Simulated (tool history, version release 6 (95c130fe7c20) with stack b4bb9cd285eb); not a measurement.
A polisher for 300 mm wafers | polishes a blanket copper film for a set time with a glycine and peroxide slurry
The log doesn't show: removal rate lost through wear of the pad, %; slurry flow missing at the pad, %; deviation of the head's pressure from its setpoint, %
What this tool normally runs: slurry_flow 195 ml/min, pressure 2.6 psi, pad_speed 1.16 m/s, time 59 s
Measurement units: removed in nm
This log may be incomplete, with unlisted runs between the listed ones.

| run | hour | slurry_flow | pressure | pad_speed | time | wafers since the last listed run | wafers polished on this pad | hours since the slurry nozzle was cleaned | hours since the head pressure was calibrated | incoming thickness of the incoming film, nm | removed |
|---|---|---|---|---|---|---|---|---|---|---|---|
| 1 | 0.0 | 195 | 2.6 | 1.42 | 59 | 0 | 1239 | 506.8 | 285.0 | 1558.9 | 375.6 |
|  | 65.3 | worn pad replaced by a new one |
|  | 67.4 | head pressure recalibrated |
| 2 | 70.1 | 195 | 2.6 | 1.16 | 59 | 319 | 13 | 576.9 | 2.7 | 1566.6 | 322.1 |
| 3 | 111.8 | 195 | 2.6 | 1.16 | 59 | 207 | 221 | 618.6 | 44.4 | 1575.4 | 328.4 |
| 4 | 170.7 | 195 | 2.6 | 1.16 | 59 | 293 | 514 | 677.5 | 103.3 | 1544.5 | 334.7 |
| 5 | 211.0 | 195 | 2.6 | 1.16 | 59 | 200 | 715 | 717.8 | 143.6 | 1559.2 | 331.8 |
| 6 | 237.0 | 195 | 2.6 | 1.16 | 59 | 129 | 845 | 743.8 | 169.6 | 1564.6 | 334.6 |
| 7 | 294.6 | 195 | 2.0 | 1.16 | 59 | 286 | 1132 | 801.4 | 227.2 | 1578.0 | 266.3 |
| 8 | 336.2 | 195 | 2.0 | 1.16 | 59 | 207 | 1339 | 843.0 | 268.8 | 1576.1 | 262.9 |
|  | 374.7 | worn pad replaced by a new one |
| 9 | 390.5 | 195 | 2.6 | 1.16 | 59 | 250 | 78 | 897.3 | 323.1 | 1542.7 | 348.1 |
|  | 416.0 | head pressure recalibrated |
| 10 | 428.0 | 195 | 2.6 | 1.16 | 59 | 176 | 255 | 934.8 | 12.0 | 1553.2 | 316.0 |
|  | 458.3 | slurry nozzle cleaned |
| 11 | 491.1 | 165 | 2.0 | 1.36 | 48 | 309 | 564 | 32.8 | 75.1 | 1540.4 | 231.5 |
| 12 | 656.7 | 195 | 2.6 | 1.16 | 59 | 824 | 1389 | 198.4 | 240.7 | 1565.6 | 326.7 |
|  | 686.0 | worn pad replaced by a new one |
| 13 | 687.8 | 195 | 2.6 | 1.06 | 73 | 134 | 8 | 229.5 | 271.8 | 1550.6 | 398.0 |
| 14 | 720.1 | 195 | 2.6 | 1.04 | 72 | 160 | 169 | 261.8 | 304.1 | 1578.4 | 391.7 |
|  | 748.5 | head pressure recalibrated |
| 15 | 798.8 | 250 | 2.6 | 0.84 | 67 | 381 | 551 | 340.5 | 50.3 | 1561.9 | 310.0 |
| 16 | 841.1 | 230 | 3.4 | 1.16 | 65 | 210 | 762 | 382.8 | 92.6 | 1578.2 | 454.5 |
| 17 | 901.7 | 195 | 2.6 | 1.16 | 59 | 301 | 1064 | 443.4 | 153.2 | 1584.7 | 323.6 |
|  | 936.6 | worn pad replaced by a new one |
| 18 | 937.1 | 195 | 2.6 | 1.16 | 73 | 156 | 2 | 478.8 | 188.6 | 1574.9 | 421.1 |

5 options for the next run, each taken on its own from the tool as it stands now. Forecast them:
| A | 937.5 | 195 | 2.6 | 1.16 | 59 | 1 | 4 | 479.2 | 189.0 | 1555.9 | ? |
| B | 937.5 | 155 | 3.2 | 1.16 | 59 | 1 | 4 | 479.2 | 189.0 | 1555.9 | ? |
| C | 937.5 | 195 | 2.6 | 0.94 | 75 | 1 | 4 | 479.2 | 189.0 | 1555.9 | ? |
| D | 937.5 | 195 | 1.8 | 0.80 | 59 | 1 | 4 | 479.2 | 189.0 | 1555.9 | ? |
| E | 937.5 | 160 | 2.6 | 1.16 | 48 | 1 | 4 | 479.2 | 189.0 | 1555.9 | ? |

| run | removed |
|---|---|
| A | 339.4 |
| B | 391.0 |
| C | 377.6 |
| D | 202.9 |
| E | 267.6 |
The same runs, with their run-to-run variation unchanged, on a tool lacking any hidden condition would have given:
| run | removed |
|---|---|
| A | 316.8 |
| B | 364.2 |
| C | 353.2 |
| D | 191.2 |
| E | 249.8 |
